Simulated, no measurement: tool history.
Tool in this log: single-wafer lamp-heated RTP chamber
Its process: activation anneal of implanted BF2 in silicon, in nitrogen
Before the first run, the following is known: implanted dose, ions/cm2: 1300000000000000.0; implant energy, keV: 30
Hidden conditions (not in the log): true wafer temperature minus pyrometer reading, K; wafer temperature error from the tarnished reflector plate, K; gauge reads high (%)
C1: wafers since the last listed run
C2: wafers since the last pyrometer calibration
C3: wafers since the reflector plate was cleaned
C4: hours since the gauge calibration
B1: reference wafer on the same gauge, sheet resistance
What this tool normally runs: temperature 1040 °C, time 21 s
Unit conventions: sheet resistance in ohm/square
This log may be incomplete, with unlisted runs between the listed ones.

{"run": 1, "hour": 0.0, "temperature": 1021, "time": 21, "C1": 0, "C2": 573, "C3": 6914, "C4": 62.9, "B1": 114.14, "sheet resistance": 118.65}
{"run": 2, "hour": 37.4, "temperature": 1049, "time": 17, "C1": 632, "C2": 1206, "C3": 7546, "C4": 100.3, "B1": 114.13, "sheet resistance": 106.03}
{"run": 3, "hour": 69.5, "temperature": 1049, "time": 17, "C1": 542, "C2": 1748, "C3": 8089, "C4": 132.4, "B1": 114.01, "sheet resistance": 105.09}
{"run": 4, "hour": 98.3, "temperature": 1049, "time": 17, "C1": 486, "C2": 2235, "C3": 8576, "C4": 161.2, "B1": 113.99, "sheet resistance": 104.61}
{"run": 5, "hour": 125.8, "temperature": 1040, "time": 21, "C1": 465, "C2": 2700, "C3": 9041, "C4": 188.7, "B1": 114.03, "sheet resistance": 105.32}
{"run": 6, "hour": 156.1, "temperature": 1040, "time": 21, "C1": 512, "C2": 3213, "C3": 9553, "C4": 219, "B1": 114.07, "sheet resistance": 105.29}
{"run": 7, "hour": 172.0, "temperature": 1040, "time": 21, "C1": 268, "C2": 3482, "C3": 9822, "C4": 234.9, "B1": 113.92, "sheet resistance": 104.65}
{"run": 8, "hour": 200.9, "temperature": 1017, "time": 31, "C1": 488, "C2": 3970, "C3": 10311, "C4": 263.8, "B1": 113.98, "sheet resistance": 110.06}
{"run": 9, "hour": 227.0, "temperature": 1040, "time": 21, "C1": 441, "C2": 4412, "C3": 10752, "C4": 289.9, "B1": 113.9, "sheet resistance": 104.66}
{"hour": 250.4, "done": "pyrometer window cleaned and pyrometer calibrated"}
{"run": 10, "hour": 258.6, "temperature": 1040, "time": 21, "C1": 399, "C2": 138, "C3": 11151, "C4": 321.5, "B1": 113.92, "sheet resistance": 107.82}
{"run": 11, "hour": 279.6, "temperature": 1040, "time": 21, "C1": 355, "C2": 493, "C3": 11506, "C4": 342.5, "B1": 114.03, "sheet resistance": 106.39}
{"hour": 295.6, "done": "reflector plate cleaned"}
{"run": 12, "hour": 296.1, "temperature": 1040, "time": 21, "C1": 143, "C2": 637, "C3": 8, "C4": 359, "B1": 113.95, "sheet resistance": 109.03}
{"run": 13, "hour": 308.8, "temperature": 1040, "time": 21, "C1": 214, "C2": 852, "C3": 223, "C4": 371.7, "B1": 114.04, "sheet resistance": 107.58}
{"run": 14, "hour": 321.1, "temperature": 1040, "time": 21, "C1": 207, "C2": 1060, "C3": 431, "C4": 384, "B1": 114.01, "sheet resistance": 108.12}
{"run": 15, "hour": 339.5, "temperature": 1040, "time": 21, "C1": 311, "C2": 1371, "C3": 742, "C4": 402.4, "B1": 114.03, "sheet resistance": 107.61}
{"run": 16, "hour": 375.3, "temperature": 1040, "time": 13, "C1": 605, "C2": 1976, "C3": 1347, "C4": 438.2, "B1": 114.1, "sheet resistance": 112.94}
{"run": 17, "hour": 391.6, "temperature": 1040, "time": 21, "C1": 275, "C2": 2252, "C3": 1623, "C4": 454.5, "B1": 113.97, "sheet resistance": 107.44}
{"hour": 403.3, "done": "gauge calibrated"}
{"run": 18, "hour": 423.9, "temperature": 1028, "time": 13, "C1": 546, "C2": 2798, "C3": 2169, "C4": 20.6, "B1": 114.08, "sheet resistance": 118.52}
{"run": 19, "hour": 448.6, "temperature": 1040, "time": 26, "C1": 417, "C2": 3215, "C3": 2587, "C4": 45.3, "B1": 113.94, "sheet resistance": 103.16}
{"run": 20, "hour": 481.5, "temperature": 1048, "time": 14, "C1": 556, "C2": 3772, "C3": 3143, "C4": 78.2, "B1": 113.98, "sheet resistance": 106.76}
{"run": 21, "hour": 514.9, "temperature": 1056, "time": 14, "C1": 564, "C2": 4337, "C3": 3708, "C4": 111.6, "B1": 114.09, "sheet resistance": 103.48}
{"run": 22, "hour": 530.8, "temperature": 1021, "time": 21, "C1": 268, "C2": 4605, "C3": 3977, "C4": 127.5, "B1": 113.91, "sheet resistance": 114.67}
{"run": 23, "hour": 543.5, "temperature": 1016, "time": 31, "C1": 214, "C2": 4820, "C3": 4191, "C4": 140.2, "B1": 113.96, "sheet resistance": 112.7}
{"hour": 551.8, "done": "pyrometer window cleaned and pyrometer calibrated"}
{"run": 24, "hour": 571.1, "temperature": 1016, "time": 31, "C1": 331, "C2": 326, "C3": 4523, "C4": 167.8, "B1": 113.96, "sheet resistance": 117.39}
{"run": 25, "hour": 606.7, "temperature": 1062, "time": 25, "C1": 601, "C2": 928, "C3": 5125, "C4": 203.4, "B1": 113.89, "sheet resistance": 97.58}
{"run": 26, "hour": 635.0, "temperature": 1040, "time": 21, "C1": 478, "C2": 1407, "C3": 5603, "C4": 231.7, "B1": 114.18, "sheet resistance": 107.82}
{"run": 27, "hour": 648.7, "temperature": 1025, "time": 11, "C1": 231, "C2": 1638, "C3": 5835, "C4": 245.4, "B1": 113.88, "sheet resistance": 123.32}
{"run": 28, "hour": 679.2, "temperature": 1024, "time": 17, "C1": 515, "C2": 2154, "C3": 6351, "C4": 275.9, "B1": 113.86, "sheet resistance": 117.18}
{"run": 29, "hour": 694.4, "temperature": 1059, "time": 30, "C1": 257, "C2": 2411, "C3": 6608, "C4": 291.1, "B1": 113.94, "sheet resistance": 95.01}
{"run": 30, "hour": 723.8, "temperature": 1054, "time": 17, "C1": 497, "C2": 2908, "C3": 7105, "C4": 320.5, "B1": 113.98, "sheet resistance": 102.87}
{"run": 31, "hour": 746.9, "temperature": 1048, "time": 32, "C1": 390, "C2": 3299, "C3": 7496, "C4": 343.6, "B1": 113.88, "sheet resistance": 97.48}
{"run": 32, "hour": 775.2, "temperature": 1040, "time": 21, "C1": 478, "C2": 3777, "C3": 7974, "C4": 371.9, "B1": 114.06, "sheet resistance": 105.56}

3 ways to go on from here, each from the tool as it stands after run 32. What would each give?
{"run": "A", "hour": 775.6, "temperature": 1040, "time": 21, "C1": 6, "C2": 3784, "C3": 7981, "C4": 372.3, "B1": "?", "sheet resistance": "?"}
{"run": "B", "hour": 775.6, "temperature": 1040, "time": 25, "C1": 6, "C2": 3784, "C3": 7981, "C4": 372.3, "B1": "?", "sheet resistance": "?"}
{"run": "C", "hour": 775.6, "temperature": 1015, "time": 12, "C1": 6, "C2": 3784, "C3": 7981, "C4": 372.3, "B1": "?", "sheet resistance": "?"}

run=A B1=113.97 sheet_resistance=104.95
run=B B1=113.97 sheet_resistance=102.7
run=C B1=113.97 sheet_resistance=124.75
The same runs, with their run-to-run variation unchanged, on a tool lacking any hidden condition would have given:
run=A sheet_resistance=110.84
run=B sheet_resistance=108.48
run=C sheet_resistance=133.39
